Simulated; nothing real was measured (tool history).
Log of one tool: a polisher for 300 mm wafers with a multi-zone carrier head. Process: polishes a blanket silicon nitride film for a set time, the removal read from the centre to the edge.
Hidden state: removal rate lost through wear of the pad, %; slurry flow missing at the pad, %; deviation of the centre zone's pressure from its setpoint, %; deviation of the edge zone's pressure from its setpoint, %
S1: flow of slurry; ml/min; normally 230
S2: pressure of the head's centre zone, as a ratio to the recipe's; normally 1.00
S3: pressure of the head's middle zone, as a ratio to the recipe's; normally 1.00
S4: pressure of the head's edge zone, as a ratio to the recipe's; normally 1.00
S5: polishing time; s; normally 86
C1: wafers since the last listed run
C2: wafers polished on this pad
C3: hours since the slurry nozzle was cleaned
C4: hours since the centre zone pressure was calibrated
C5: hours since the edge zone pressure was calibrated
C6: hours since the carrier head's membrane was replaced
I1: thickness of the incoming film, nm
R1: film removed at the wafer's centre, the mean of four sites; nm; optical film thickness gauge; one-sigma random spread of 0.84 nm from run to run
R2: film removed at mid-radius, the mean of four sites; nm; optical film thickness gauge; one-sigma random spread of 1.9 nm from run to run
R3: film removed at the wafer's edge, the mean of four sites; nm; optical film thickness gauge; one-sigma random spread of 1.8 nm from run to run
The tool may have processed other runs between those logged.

{"run": 1, "hour": 0.0, "S1": 230, "S2": 1.0, "S3": 1.0, "S4": 1.0, "S5": 86, "C1": 0, "C2": 1259, "C3": 250.5, "C4": 91.1, "C5": 338.4, "C6": 367.7, "I1": 421.7, "R1": 126.0, "R2": 128.4, "R3": 123.9}
{"run": 2, "hour": 91.5, "S1": 230, "S2": 0.97, "S3": 0.92, "S4": 1.0, "S5": 86, "C1": 916, "C2": 2175, "C3": 342.0, "C4": 182.6, "C5": 429.9, "C6": 459.2, "I1": 417.8, "R1": 121.7, "R2": 119.9, "R3": 126.4}
{"run": 3, "hour": 143.5, "S1": 230, "S2": 0.97, "S3": 0.92, "S4": 1.0, "S5": 86, "C1": 520, "C2": 2696, "C3": 394.0, "C4": 234.6, "C5": 481.9, "C6": 511.2, "I1": 424.6, "R1": 122.8, "R2": 118.2, "R3": 125.9}
{"run": 4, "hour": 180.8, "S1": 230, "S2": 1.0, "S3": 1.0, "S4": 1.0, "S5": 86, "C1": 373, "C2": 3069, "C3": 431.3, "C4": 271.9, "C5": 519.2, "C6": 548.5, "I1": 413.7, "R1": 126.3, "R2": 132.4, "R3": 126.7}
{"hour": 232.5, "done": "edge zone pressure recalibrated"}
{"run": 5, "hour": 257.5, "S1": 230, "S2": 1.0, "S3": 1.0, "S4": 0.88, "S5": 86, "C1": 747, "C2": 3817, "C3": 508.0, "C4": 348.6, "C5": 25.0, "C6": 625.2, "I1": 417.8, "R1": 126.4, "R2": 125.7, "R3": 119.6}
{"run": 6, "hour": 314.0, "S1": 230, "S2": 1.07, "S3": 1.0, "S4": 0.95, "S5": 70, "C1": 565, "C2": 4383, "C3": 564.5, "C4": 405.1, "C5": 81.5, "C6": 681.7, "I1": 418.6, "R1": 108.9, "R2": 101.0, "R3": 101.6}
{"run": 7, "hour": 411.3, "S1": 260, "S2": 1.0, "S3": 1.0, "S4": 1.0, "S5": 100, "C1": 974, "C2": 5357, "C3": 661.8, "C4": 502.4, "C5": 178.8, "C6": 779.0, "I1": 412.5, "R1": 146.4, "R2": 145.5, "R3": 145.1}
{"hour": 418.3, "done": "worn pad replaced by a new one"}
{"hour": 471.3, "done": "slurry nozzle cleaned"}
{"run": 8, "hour": 475.6, "S1": 265, "S2": 1.0, "S3": 1.03, "S4": 0.96, "S5": 71, "C1": 593, "C2": 563, "C3": 4.3, "C4": 566.7, "C5": 243.1, "C6": 843.3, "I1": 419.8, "R1": 104.1, "R2": 109.5, "R3": 101.2}
{"run": 9, "hour": 552.3, "S1": 230, "S2": 1.0, "S3": 1.11, "S4": 1.0, "S5": 86, "C1": 767, "C2": 1331, "C3": 81.0, "C4": 643.4, "C5": 319.8, "C6": 920.0, "I1": 417.8, "R1": 123.9, "R2": 136.3, "R3": 123.1}
{"run": 10, "hour": 655.9, "S1": 185, "S2": 0.93, "S3": 1.0, "S4": 1.07, "S5": 70, "C1": 1037, "C2": 2368, "C3": 184.6, "C4": 747.0, "C5": 423.4, "C6": 1023.6, "I1": 422.4, "R1": 89.3, "R2": 97.4, "R3": 100.0}
{"run": 11, "hour": 704.2, "S1": 230, "S2": 1.0, "S3": 0.9, "S4": 0.94, "S5": 108, "C1": 483, "C2": 2852, "C3": 232.9, "C4": 795.3, "C5": 471.7, "C6": 1071.9, "I1": 418.9, "R1": 151.5, "R2": 150.9, "R3": 153.0}
{"run": 12, "hour": 802.8, "S1": 300, "S2": 1.0, "S3": 1.05, "S4": 0.94, "S5": 86, "C1": 987, "C2": 3839, "C3": 331.5, "C4": 893.9, "C5": 570.3, "C6": 1170.5, "I1": 413.1, "R1": 123.2, "R2": 135.6, "R3": 123.6}
{"hour": 880.1, "done": "carrier head's membrane replaced by a new one"}
{"run": 13, "hour": 886.3, "S1": 230, "S2": 1.05, "S3": 1.0, "S4": 1.1, "S5": 74, "C1": 785, "C2": 4625, "C3": 415.0, "C4": 977.4, "C5": 653.8, "C6": 6.2, "I1": 420.2, "R1": 106.4, "R2": 113.9, "R3": 111.7}
{"hour": 941.4, "done": "edge zone pressure recalibrated"}
{"run": 14, "hour": 966.1, "S1": 230, "S2": 1.0, "S3": 0.96, "S4": 1.0, "S5": 98, "C1": 778, "C2": 5404, "C3": 494.8, "C4": 1057.2, "C5": 24.7, "C6": 86.0, "I1": 413.8, "R1": 135.4, "R2": 141.8, "R3": 144.5}
{"hour": 997.3, "done": "worn pad replaced by a new one"}
{"run": 15, "hour": 1055.3, "S1": 230, "S2": 1.0, "S3": 1.0, "S4": 1.0, "S5": 86, "C1": 852, "C2": 580, "C3": 584.0, "C4": 1146.4, "C5": 113.9, "C6": 175.2, "I1": 419.0, "R1": 116.7, "R2": 125.2, "R3": 124.1}
{"hour": 1171.3, "done": "centre zone pressure recalibrated"}
{"hour": 1305.2, "done": "slurry nozzle cleaned"}
{"run": 16, "hour": 1329.7, "S1": 230, "S2": 1.0, "S3": 1.0, "S4": 1.0, "S5": 86, "C1": 2717, "C2": 3297, "C3": 24.5, "C4": 158.4, "C5": 388.3, "C6": 449.6, "I1": 424.2, "R1": 126.7, "R2": 127.0, "R3": 125.9}
{"run": 17, "hour": 1382.9, "S1": 280, "S2": 0.92, "S3": 1.0, "S4": 0.93, "S5": 96, "C1": 532, "C2": 3830, "C3": 77.7, "C4": 211.6, "C5": 441.5, "C6": 502.8, "I1": 427.1, "R1": 132.4, "R2": 146.6, "R3": 140.6}
{"run": 18, "hour": 1439.7, "S1": 230, "S2": 1.0, "S3": 1.0, "S4": 1.0, "S5": 112, "C1": 568, "C2": 4399, "C3": 134.5, "C4": 268.4, "C5": 498.3, "C6": 559.6, "I1": 418.1, "R1": 166.2, "R2": 166.3, "R3": 162.8}
{"run": 19, "hour": 1490.6, "S1": 230, "S2": 1.0, "S3": 1.0, "S4": 1.0, "S5": 86, "C1": 509, "C2": 4908, "C3": 185.4, "C4": 319.3, "C5": 549.2, "C6": 610.5, "I1": 425.0, "R1": 126.6, "R2": 127.7, "R3": 125.9}
{"hour": 1553.0, "done": "edge zone pressure recalibrated"}
{"run": 20, "hour": 1590.0, "S1": 230, "S2": 1.0, "S3": 1.0, "S4": 1.0, "S5": 98, "C1": 975, "C2": 5883, "C3": 284.8, "C4": 418.7, "C5": 37.0, "C6": 709.9, "I1": 426.4, "R1": 144.9, "R2": 149.4, "R3": 144.8}
{"hour": 1603.6, "done": "worn pad replaced by a new one"}
{"run": 21, "hour": 1640.4, "S1": 230, "S2": 0.92, "S3": 1.0, "S4": 1.0, "S5": 86, "C1": 464, "C2": 368, "C3": 335.2, "C4": 469.1, "C5": 87.4, "C6": 760.3, "I1": 421.1, "R1": 114.7, "R2": 124.6, "R3": 122.6}
{"run": 22, "hour": 1677.1, "S1": 230, "S2": 1.0, "S3": 0.89, "S4": 1.0, "S5": 109, "C1": 367, "C2": 735, "C3": 371.9, "C4": 505.8, "C5": 124.1, "C6": 797.0, "I1": 426.4, "R1": 157.4, "R2": 147.8, "R3": 160.1}
{"run": 23, "hour": 1732.8, "S1": 230, "S2": 1.0, "S3": 1.04, "S4": 1.0, "S5": 68, "C1": 557, "C2": 1293, "C3": 427.6, "C4": 561.5, "C5": 179.8, "C6": 852.7, "I1": 426.0, "R1": 98.4, "R2": 103.6, "R3": 100.5}

Pick out some run-to-run changes in R1. Of each, how much would a tool without hidden state show as well, from the settings, what came in and chance, and how much is left for the hidden state and any gauge scatter not in both results compared?
Run 10 -> 11: S1 185 -> 230, S2 0.93 -> 1.00, S3 1.00 -> 0.90, S4 1.07 -> 0.94, S5 70 -> 108. R1 +62.2 nm: hidden state -3.2, all else +65.4.
Run 13 -> 14: S2 1.05 -> 1.00, S3 1.00 -> 0.96, S4 1.10 -> 1.00, S5 74 -> 98, edge zone pressure recalibrated. R1 +29.0 nm: hidden state -3.7, all else +32.7.
Run 15 -> 16: centre zone pressure recalibrated, slurry nozzle cleaned. R1 +10.0 nm: hidden state +11.3, all else -1.3.
Run 22 -> 23: S3 0.89 -> 1.04, S5 109 -> 68. R1 -59.0 nm: hidden state +0.4, all else -59.4.
